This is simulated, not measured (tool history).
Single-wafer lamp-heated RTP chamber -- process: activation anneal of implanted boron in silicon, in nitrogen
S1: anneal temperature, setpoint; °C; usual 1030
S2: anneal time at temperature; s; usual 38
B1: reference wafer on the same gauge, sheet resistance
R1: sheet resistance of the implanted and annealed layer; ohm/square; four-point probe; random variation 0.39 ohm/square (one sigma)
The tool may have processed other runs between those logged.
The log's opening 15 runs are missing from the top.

| run | day | S1 | S2 | B1 | R1 |
|---|---|---|---|---|---|
| 16 | 40.558 | 1030 | 38 | 306.60 | 262.39 |
| 17 | 41.583 | 1043 | 21 | 306.67 | 264.36 |
| 18 | 43.054 | 1022 | 18 | 306.68 | 265.44 |
| 19 | 45.462 | 1030 | 38 | 306.80 | 263.06 |
|  | 47.129 | pyrometer window cleaned and pyrometer calibrated |
| 20 | 47.983 | 1020 | 54 | 306.93 | 262.65 |
| 21 | 49.988 | 1046 | 45 | 306.94 | 260.76 |
| 22 | 51.354 | 1049 | 17 | 307.13 | 265.19 |
| 23 | 54.233 | 1048 | 17 | 307.10 | 265.70 |
| 24 | 57.200 | 1030 | 38 | 307.39 | 263.42 |
| 25 | 59.904 | 1005 | 52 | 307.59 | 264.62 |
| 26 | 61.546 | 1045 | 45 | 307.66 | 261.22 |
| 27 | 64.421 | 1000 | 18 | 307.63 | 269.00 |
|  | 66.996 | reflector plate cleaned |
|  | 67.392 | pyrometer window cleaned and pyrometer calibrated |
| 28 | 70.333 | 1030 | 54 | 307.91 | 262.02 |
| 29 | 72.029 | 1001 | 51 | 307.99 | 266.32 |
| 30 | 74.967 | 1053 | 38 | 307.99 | 262.23 |
| 31 | 77.004 | 1030 | 38 | 308.13 | 264.48 |
| 32 | 79.604 | 1042 | 38 | 308.08 | 264.31 |
| 33 | 82.512 | 1040 | 60 | 308.28 | 261.18 |
| 34 | 84.617 | 1057 | 16 | 308.27 | 266.62 |

Each row is a separate what-if for the run after 34, all from the same tool condition, not one after another. Results?
| A | 84.633 | 1030 | 38 | ? | ? |
| B | 84.633 | 1016 | 24 | ? | ? |
| C | 84.633 | 1030 | 23 | ? | ? |
| D | 84.633 | 1052 | 38 | ? | ? |

| run | B1 | R1 |
|---|---|---|
| A | 308.27 | 263.76 |
| B | 308.27 | 266.27 |
| C | 308.27 | 265.59 |
| D | 308.27 | 262.07 |
With no hidden state in the tool, these same runs would have given:
| run | R1 |
|---|---|
| A | 260.95 |
| B | 263.44 |
| C | 262.76 |
| D | 259.29 |

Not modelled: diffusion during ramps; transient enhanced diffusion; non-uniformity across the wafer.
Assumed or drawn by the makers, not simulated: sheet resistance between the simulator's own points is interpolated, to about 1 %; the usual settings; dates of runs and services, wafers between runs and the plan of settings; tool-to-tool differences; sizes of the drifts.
